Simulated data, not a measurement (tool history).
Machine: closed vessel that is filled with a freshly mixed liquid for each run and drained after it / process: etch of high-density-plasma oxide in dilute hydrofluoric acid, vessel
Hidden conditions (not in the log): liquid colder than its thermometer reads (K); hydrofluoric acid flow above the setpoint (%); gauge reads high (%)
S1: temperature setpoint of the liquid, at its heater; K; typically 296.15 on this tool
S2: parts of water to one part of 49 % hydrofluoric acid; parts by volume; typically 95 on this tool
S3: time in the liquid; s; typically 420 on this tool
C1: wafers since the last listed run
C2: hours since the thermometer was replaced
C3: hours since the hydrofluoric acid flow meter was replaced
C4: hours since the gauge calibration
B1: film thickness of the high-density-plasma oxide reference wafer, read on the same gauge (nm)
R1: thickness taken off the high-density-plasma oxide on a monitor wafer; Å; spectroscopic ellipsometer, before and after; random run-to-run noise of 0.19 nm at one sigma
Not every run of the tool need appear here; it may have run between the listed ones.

run	day	S1	S2	S3	C1	C2	C3	C4	B1	R1
1	0	296.15	130	300	0	2381.9	1820.5	236	80.02	152.8
2	1.008	296.15	95	420	1970	2406.1	1844.7	260.2	80	303
3	2.496	296.15	105	420	2906	2441.8	1880.4	295.9	80	271.3
4	3.475	296.15	95	590	1913	2465.3	1903.9	319.4	79.99	427.8
5	5.117	296.15	95	590	3208	2504.7	1943.3	358.8	79.99	424.1
6	8.038	296.15	95	420	5707	2574.8	2013.4	428.9	79.97	299.3
7	9.146	296.15	95	420	2165	2601.4	2040	455.5	80.02	298.7
8	10.371	296.15	95	420	2393	2630.8	2069.4	484.9	79.98	299.4
9	11.25	296.15	95	420	1718	2651.9	2090.5	506	80.01	297.9
# day 11.296: thermometer replaced
10	12.029	296.15	95	420	1441	17.6	2109.2	524.7	80.02	331.6
11	13.004	296.15	95	420	1905	41	2132.6	548.1	80.03	332.8
12	14.446	296.15	95	420	2817	75.6	2167.2	582.7	80	330.7
# day 14.871: hydrofluoric acid flow meter replaced
13	14.962	296.15	95	420	928	88	2.2	595.1	80.01	331.8
14	15.679	300.65	65	340	1400	105.2	19.4	612.3	80.01	490.6
# day 16.721: gauge calibrated
15	17.075	291.65	65	655	2727	138.7	52.9	8.5	79.98	654
16	17.954	293.65	120	420	1718	159.8	74	29.6	80.03	228.3
17	19.054	292.65	95	245	2149	186.2	100.4	56	80	167.2
18	19.554	296.15	55	335	977	198.2	112.4	68	80.01	479.4
19	20.792	291.15	130	335	2418	227.9	142.1	97.7	79.99	150.8
20	21.538	296.15	95	420	1457	245.8	160	115.6	80.01	332.1

4 ways to go on from here, each from the tool as it stands after run 20. What would each give?
A	21.571	296.15	95	420	65	246.6	160.8	116.4	?	?
B	21.571	296.15	95	580	65	246.6	160.8	116.4	?	?
C	21.571	300.65	55	205	65	246.6	160.8	116.4	?	?
D	21.571	296.15	140	420	65	246.6	160.8	116.4	?	?

run	B1	R1
A	80.01	329.8
B	80.01	455.4
C	80.01	350.9
D	80.01	212.5
Without the tool's unlogged condition, the same runs would have read:
run	R1
A	338.1
B	466.9
C	359.7
D	217.7

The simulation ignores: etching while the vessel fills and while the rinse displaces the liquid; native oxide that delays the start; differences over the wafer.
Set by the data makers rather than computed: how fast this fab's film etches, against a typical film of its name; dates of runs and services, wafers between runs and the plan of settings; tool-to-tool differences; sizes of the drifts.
